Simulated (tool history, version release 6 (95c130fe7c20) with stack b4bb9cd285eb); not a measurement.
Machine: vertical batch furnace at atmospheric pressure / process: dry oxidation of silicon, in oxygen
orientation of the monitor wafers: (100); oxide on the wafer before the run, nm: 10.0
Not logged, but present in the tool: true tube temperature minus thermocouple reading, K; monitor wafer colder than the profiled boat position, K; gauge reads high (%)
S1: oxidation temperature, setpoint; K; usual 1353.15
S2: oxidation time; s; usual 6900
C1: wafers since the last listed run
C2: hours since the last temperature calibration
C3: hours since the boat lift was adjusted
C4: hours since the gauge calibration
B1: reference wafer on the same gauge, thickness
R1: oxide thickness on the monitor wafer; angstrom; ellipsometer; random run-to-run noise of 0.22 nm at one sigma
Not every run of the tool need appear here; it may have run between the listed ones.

run,hour,S1,S2,C1,C2,C3,C4,B1,R1
1,0.0,1353.15,6900,0,2630.0,5873.2,37.9,149.98,1523.2
2,15.2,1368.15,6900,136,2645.2,5888.4,53.1,149.98,1682.1
3,33.6,1353.15,6900,165,2663.6,5906.8,71.5,149.99,1529.6
4,45.7,1359.15,6900,108,2675.7,5918.9,83.6,150.01,1592.5
5,59.4,1359.15,6900,122,2689.4,5932.6,97.3,150.04,1590.3
6,74.7,1369.15,9060,137,2704.7,5947.9,112.6,150.00,1997.5
7,91.4,1369.15,9060,149,2721.4,5964.6,129.3,150.02,1996.4
8,100.7,1369.15,9060,83,2730.7,5973.9,138.6,149.96,1999.9
9,115.9,1353.15,5820,136,2745.9,5989.1,153.8,150.01,1376.8
10,123.0,1353.15,6900,63,2753.0,5996.2,160.9,150.02,1534.0
# hour 154.2: boat lift adjusted
# hour 164.2: thermocouples replaced and temperature profile calibrated
11,164.7,1367.15,6900,68,0.5,10.5,202.6,150.01,1613.1
12,169.4,1367.15,6900,42,5.2,15.2,207.3,150.02,1615.2
13,174.2,1367.15,6900,43,10.0,20.0,212.1,150.03,1614.8
14,185.4,1353.15,6900,100,21.2,31.2,223.3,150.01,1462.4
15,192.2,1376.15,3810,61,28.0,38.0,230.1,150.01,1190.7
16,228.5,1333.15,4200,325,64.3,74.3,266.4,149.97,923.4
17,239.4,1353.15,7860,97,75.2,85.2,277.3,149.98,1590.2
18,247.6,1369.15,4800,73,83.4,93.4,285.5,150.00,1311.4
19,263.2,1353.15,8460,139,99.0,109.0,301.1,149.98,1660.9
20,281.5,1353.15,6900,164,117.3,127.3,319.4,149.99,1466.6
21,298.3,1371.15,4170,150,134.1,144.1,336.2,150.00,1220.4
# hour 300.4: gauge calibrated
22,309.8,1373.15,6900,103,145.6,155.6,9.4,150.04,1676.1
23,327.2,1353.15,6900,156,163.0,173.0,26.8,150.01,1468.1
24,335.8,1374.15,8940,77,171.6,181.6,35.4,149.99,1977.3
25,347.1,1367.15,6900,101,182.9,192.9,46.7,149.97,1618.7
26,358.4,1361.15,5940,101,194.2,204.2,58.0,150.00,1418.8
27,367.8,1329.15,6900,84,203.6,213.6,67.4,150.02,1234.1
28,375.3,1353.15,6900,67,211.1,221.1,74.9,150.00,1467.8
29,389.9,1339.15,6900,131,225.7,235.7,89.5,150.01,1328.4

4 ways to go on from here, each from the tool as it stands after run 29. What would each give?
A,394.7,1334.15,6900,43,230.5,240.5,94.3,?,?
B,394.7,1334.15,9930,43,230.5,240.5,94.3,?,?
C,394.7,1353.15,8340,43,230.5,240.5,94.3,?,?
D,394.7,1372.15,6900,43,230.5,240.5,94.3,?,?

run,B1,R1
A,149.94,1277.3
B,149.94,1607.1
C,149.94,1648.7
D,149.94,1667.1
Had the tool no hidden state, the same runs would have come out as:
run,R1
A,1272.4
B,1601.1
C,1642.7
D,1661.9
